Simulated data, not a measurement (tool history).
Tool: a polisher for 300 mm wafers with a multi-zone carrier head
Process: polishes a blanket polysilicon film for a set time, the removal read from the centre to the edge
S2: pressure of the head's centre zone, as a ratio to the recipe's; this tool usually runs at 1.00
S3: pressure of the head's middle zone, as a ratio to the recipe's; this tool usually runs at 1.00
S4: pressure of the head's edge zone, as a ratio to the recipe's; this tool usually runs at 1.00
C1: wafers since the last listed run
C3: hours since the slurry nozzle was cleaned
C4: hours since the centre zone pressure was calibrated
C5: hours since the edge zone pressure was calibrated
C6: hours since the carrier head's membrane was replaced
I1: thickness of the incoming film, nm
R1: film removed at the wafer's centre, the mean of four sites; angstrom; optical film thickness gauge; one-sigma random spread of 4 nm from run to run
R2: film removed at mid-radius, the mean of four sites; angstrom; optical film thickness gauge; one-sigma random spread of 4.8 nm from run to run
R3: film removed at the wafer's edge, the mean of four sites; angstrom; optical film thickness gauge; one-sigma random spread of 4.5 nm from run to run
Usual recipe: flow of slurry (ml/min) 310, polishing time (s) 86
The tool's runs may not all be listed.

run 1 hour=0.0 | flow_of_slurry_(ml/min)=310 S2=1.00 S3=1.00 S4=1.00 polishing_time_(s)=86 | C1=0 wafers_polished_on_this_pad=766 C3=248.2 C4=3.5 C5=1300.5 C6=1776.0 | I1=2024.5 | R1=3495 R2=3809 R3=3853
run 2 hour=17.4 | flow_of_slurry_(ml/min)=310 S2=1.00 S3=1.00 S4=1.00 polishing_time_(s)=86 | C1=123 wafers_polished_on_this_pad=890 C3=265.6 C4=20.9 C5=1317.9 C6=1793.4 | I1=2059.2 | R1=3449 R2=3828 R3=3825
run 3 hour=46.0 | flow_of_slurry_(ml/min)=310 S2=1.00 S3=1.00 S4=1.00 polishing_time_(s)=86 | C1=203 wafers_polished_on_this_pad=1093 C3=294.2 C4=49.5 C5=1346.5 C6=1822.0 | I1=2031.8 | R1=3424 R2=3844 R3=3892
-- hour=52.3 worn pad replaced by a new one
run 4 hour=72.6 | flow_of_slurry_(ml/min)=310 S2=1.00 S3=1.00 S4=1.00 polishing_time_(s)=86 | C1=160 wafers_polished_on_this_pad=144 C3=320.8 C4=76.1 C5=1373.1 C6=1848.6 | I1=2057.5 | R1=3373 R2=3820 R3=3867
-- hour=82.1 edge zone pressure recalibrated
run 5 hour=157.5 | flow_of_slurry_(ml/min)=275 S2=1.00 S3=1.05 S4=1.00 polishing_time_(s)=86 | C1=588 wafers_polished_on_this_pad=732 C3=405.7 C4=161.0 C5=75.4 C6=1933.5 | I1=2035.0 | R1=3227 R2=3847 R3=3792
-- hour=173.0 slurry nozzle cleaned
run 6 hour=174.1 | flow_of_slurry_(ml/min)=310 S2=1.00 S3=1.00 S4=1.00 polishing_time_(s)=86 | C1=110 wafers_polished_on_this_pad=843 C3=1.1 C4=177.6 C5=92.0 C6=1950.1 | I1=2014.1 | R1=3309 R2=3801 R3=3868
-- hour=200.1 centre zone pressure recalibrated, repeated, since the last time left the tool worse
run 7 hour=201.5 | flow_of_slurry_(ml/min)=310 S2=1.00 S3=1.00 S4=1.00 polishing_time_(s)=86 | C1=180 wafers_polished_on_this_pad=1023 C3=28.5 C4=1.4 C5=119.4 C6=1977.5 | I1=2054.4 | R1=3868 R2=3803 R3=3844
run 8 hour=228.5 | flow_of_slurry_(ml/min)=310 S2=0.91 S3=1.00 S4=1.00 polishing_time_(s)=86 | C1=191 wafers_polished_on_this_pad=1215 C3=55.5 C4=28.4 C5=146.4 C6=2004.5 | I1=2050.6 | R1=3423 R2=3813 R3=3878
run 9 hour=241.6 | flow_of_slurry_(ml/min)=400 S2=0.90 S3=1.12 S4=1.00 polishing_time_(s)=86 | C1=92 wafers_polished_on_this_pad=1308 C3=68.6 C4=41.5 C5=159.5 C6=2017.6 | I1=2054.9 | R1=3481 R2=4292 R3=3922
-- hour=251.4 worn pad replaced by a new one
run 10 hour=257.3 | flow_of_slurry_(ml/min)=220 S2=1.05 S3=1.06 S4=1.12 polishing_time_(s)=86 | C1=83 wafers_polished_on_this_pad=42 C3=84.3 C4=57.2 C5=175.2 C6=2033.3 | I1=2080.6 | R1=3727 R2=3805 R3=3990
run 11 hour=291.7 | flow_of_slurry_(ml/min)=310 S2=1.00 S3=1.00 S4=1.00 polishing_time_(s)=86 | C1=244 wafers_polished_on_this_pad=286 C3=118.7 C4=91.6 C5=209.6 C6=2067.7 | I1=2092.1 | R1=3711 R2=3821 R3=3920
run 12 hour=316.0 | flow_of_slurry_(ml/min)=280 S2=1.11 S3=1.06 S4=1.00 polishing_time_(s)=76 | C1=172 wafers_polished_on_this_pad=458 C3=143.0 C4=115.9 C5=233.9 C6=2092.0 | I1=2042.8 | R1=3608 R2=3579 R3=3319
run 13 hour=329.9 | flow_of_slurry_(ml/min)=385 S2=0.88 S3=0.91 S4=1.00 polishing_time_(s)=86 | C1=98 wafers_polished_on_this_pad=557 C3=156.9 C4=129.8 C5=247.8 C6=2105.9 | I1=2047.6 | R1=3281 R2=3538 R3=3885
-- hour=337.5 carrier head's membrane replaced by a new one
run 14 hour=355.0 | flow_of_slurry_(ml/min)=310 S2=1.00 S3=0.96 S4=1.00 polishing_time_(s)=86 | C1=142 wafers_polished_on_this_pad=700 C3=182.0 C4=154.9 C5=272.9 C6=17.5 | I1=2053.1 | R1=3642 R2=3600 R3=3864
run 15 hour=383.6 | flow_of_slurry_(ml/min)=310 S2=1.00 S3=1.07 S4=1.00 polishing_time_(s)=97 | C1=203 wafers_polished_on_this_pad=903 C3=210.6 C4=183.5 C5=301.5 C6=46.1 | I1=2052.6 | R1=4090 R2=4532 R3=4315
run 16 hour=409.2 | flow_of_slurry_(ml/min)=210 S2=1.00 S3=1.00 S4=1.00 polishing_time_(s)=86 | C1=181 wafers_polished_on_this_pad=1084 C3=236.2 C4=209.1 C5=327.1 C6=71.7 | I1=2082.6 | R1=3414 R2=3626 R3=3726
run 17 hour=431.7 | flow_of_slurry_(ml/min)=310 S2=1.00 S3=1.00 S4=1.11 polishing_time_(s)=114 | C1=159 wafers_polished_on_this_pad=1244 C3=258.7 C4=231.6 C5=349.6 C6=94.2 | I1=2052.2 | R1=4868 R2=4956 R3=5389
-- hour=454.9 worn pad replaced by a new one
run 18 hour=461.4 | flow_of_slurry_(ml/min)=240 S2=1.00 S3=0.93 S4=0.95 polishing_time_(s)=86 | C1=182 wafers_polished_on_this_pad=45 C3=288.4 C4=261.3 C5=379.3 C6=123.9 | I1=2037.4 | R1=3499 R2=3434 R3=3696
run 19 hour=483.8 | flow_of_slurry_(ml/min)=225 S2=1.00 S3=1.00 S4=1.00 polishing_time_(s)=73 | C1=159 wafers_polished_on_this_pad=204 C3=310.8 C4=283.7 C5=401.7 C6=146.3 | I1=2025.5 | R1=2963 R2=3115 R3=3111
-- hour=487.0 centre zone pressure recalibrated
run 20 hour=499.0 | flow_of_slurry_(ml/min)=310 S2=1.00 S3=1.09 S4=1.00 polishing_time_(s)=86 | C1=93 wafers_polished_on_this_pad=298 C3=326.0 C4=12.0 C5=416.9 C6=161.5 | I1=2088.0 | R1=3764 R2=4203 R3=3911
run 21 hour=520.0 | flow_of_slurry_(ml/min)=310 S2=0.93 S3=1.06 S4=0.97 polishing_time_(s)=60 | C1=149 wafers_polished_on_this_pad=447 C3=347.0 C4=33.0 C5=437.9 C6=182.5 | I1=2060.3 | R1=2411 R2=2807 R3=2647
run 22 hour=548.9 | flow_of_slurry_(ml/min)=310 S2=1.00 S3=1.06 S4=1.00 polishing_time_(s)=86 | C1=205 wafers_polished_on_this_pad=652 C3=375.9 C4=61.9 C5=466.8 C6=211.4 | I1=2048.8 | R1=3726 R2=4004 R3=3921

Alternative continuations, all from the tool just after run 22; predict every row:
run A hour=549.3 | flow_of_slurry_(ml/min)=345 S2=1.00 S3=1.00 S4=1.00 polishing_time_(s)=86 | C1=2 wafers_polished_on_this_pad=655 C3=376.3 C4=62.3 C5=467.2 C6=211.8 | I1=2053.0 | R1=? R2=? R3=?
run B hour=549.3 | flow_of_slurry_(ml/min)=310 S2=1.00 S3=1.00 S4=1.05 polishing_time_(s)=86 | C1=2 wafers_polished_on_this_pad=655 C3=376.3 C4=62.3 C5=467.2 C6=211.8 | I1=2053.0 | R1=? R2=? R3=?
run C hour=549.3 | flow_of_slurry_(ml/min)=310 S2=0.92 S3=0.94 S4=1.00 polishing_time_(s)=108 | C1=2 wafers_polished_on_this_pad=655 C3=376.3 C4=62.3 C5=467.2 C6=211.8 | I1=2053.0 | R1=? R2=? R3=?
run D hour=549.3 | flow_of_slurry_(ml/min)=310 S2=1.00 S3=1.00 S4=1.00 polishing_time_(s)=101 | C1=2 wafers_polished_on_this_pad=655 C3=376.3 C4=62.3 C5=467.2 C6=211.8 | I1=2053.0 | R1=? R2=? R3=?

run=A R1=3717 R2=3819 R3=3897
run=B R1=3676 R2=3781 R3=3961
run=C R1=4242 R2=4510 R3=4860
run=D R1=4318 R2=4440 R3=4542
Stripped of hidden state, with their random variation kept, the same runs would have yielded:
run=A R1=3804 R2=3818 R3=3897
run=B R1=3762 R2=3780 R3=3961
run=C R1=4342 R2=4509 R3=4860
run=D R1=4418 R2=4440 R3=4542
